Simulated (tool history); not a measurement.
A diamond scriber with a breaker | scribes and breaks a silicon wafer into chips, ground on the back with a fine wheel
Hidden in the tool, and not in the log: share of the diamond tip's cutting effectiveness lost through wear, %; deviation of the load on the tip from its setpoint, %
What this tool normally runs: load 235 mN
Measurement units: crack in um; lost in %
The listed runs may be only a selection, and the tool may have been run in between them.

run,day,load,wafers since the last listed run,hours since the diamond tip was replaced,hours since the load on the tip was calibrated,"incoming depth of the damage left on the back of the incoming wafer, um",crack,lost
1,0,282,0,489.5,792.5,2.24,9.57,6.58
# day 0.538: diamond tip replaced by a new one
2,0.888,282,28,8.4,813.8,2.3,9.86,7.17
3,1.454,235,20,22,827.4,1.59,8.54,1.64
4,2.212,235,27,40.2,845.6,1.67,8.33,1.85
5,2.817,235,21,54.7,860.1,2.23,8.36,2.81
6,4.062,235,44,84.6,890,1.95,8.32,2.14
7,5.104,235,37,109.6,915,1.52,8.51,1.66
8,6.229,235,40,136.6,942,2.64,8.47,3.68
9,10.429,220,150,237.4,1042.8,1.56,8.01,2.08
# day 10.833: load on the tip recalibrated
10,11.117,281,21,253.9,6.8,2.93,9.75,8.35
11,12.458,281,47,286.1,39,2.64,9.64,8
12,13.829,235,49,319,71.9,2.29,8.28,3.36
13,14.942,235,39,345.7,98.6,2.79,8.33,4.7
14,15.562,168,22,360.6,113.5,1.78,6.5,16.39
15,16.988,286,50,394.8,147.7,2.42,9.69,7.65
# day 17.408: diamond tip replaced by a new one
16,18.1,235,36,16.6,174.4,2.52,8.36,3.17
17,22.296,235,150,117.3,275.1,1.86,8.41,2.12
18,22.8,235,18,129.4,287.2,2.61,8.58,3.95
19,23.792,194,35,153.2,311,2.03,7.34,9.09
20,25.154,277,48,185.9,343.7,2.17,9.49,5.1
21,25.825,210,23,202,359.8,2.33,7.76,5
22,26.754,235,33,224.3,382.1,2.3,8.39,2.76
23,27.317,196,20,237.8,395.6,2.84,7.34,10.98
24,28.296,294,35,261.3,419.1,2.01,9.95,8.18
25,29.729,235,51,295.7,453.5,2.28,8.33,2.59
26,30.446,165,25,312.9,470.7,2.31,6.42,19.43
27,31.162,188,25,330.1,487.9,1.58,7,9.35

List, for all runs, the conditions of the tool that the log does not record:
share of the diamond tip's cutting effectiveness lost through wear, %: 0 across all the runs
deviation of the load on the tip from its setpoint, %: 0 across all the runs

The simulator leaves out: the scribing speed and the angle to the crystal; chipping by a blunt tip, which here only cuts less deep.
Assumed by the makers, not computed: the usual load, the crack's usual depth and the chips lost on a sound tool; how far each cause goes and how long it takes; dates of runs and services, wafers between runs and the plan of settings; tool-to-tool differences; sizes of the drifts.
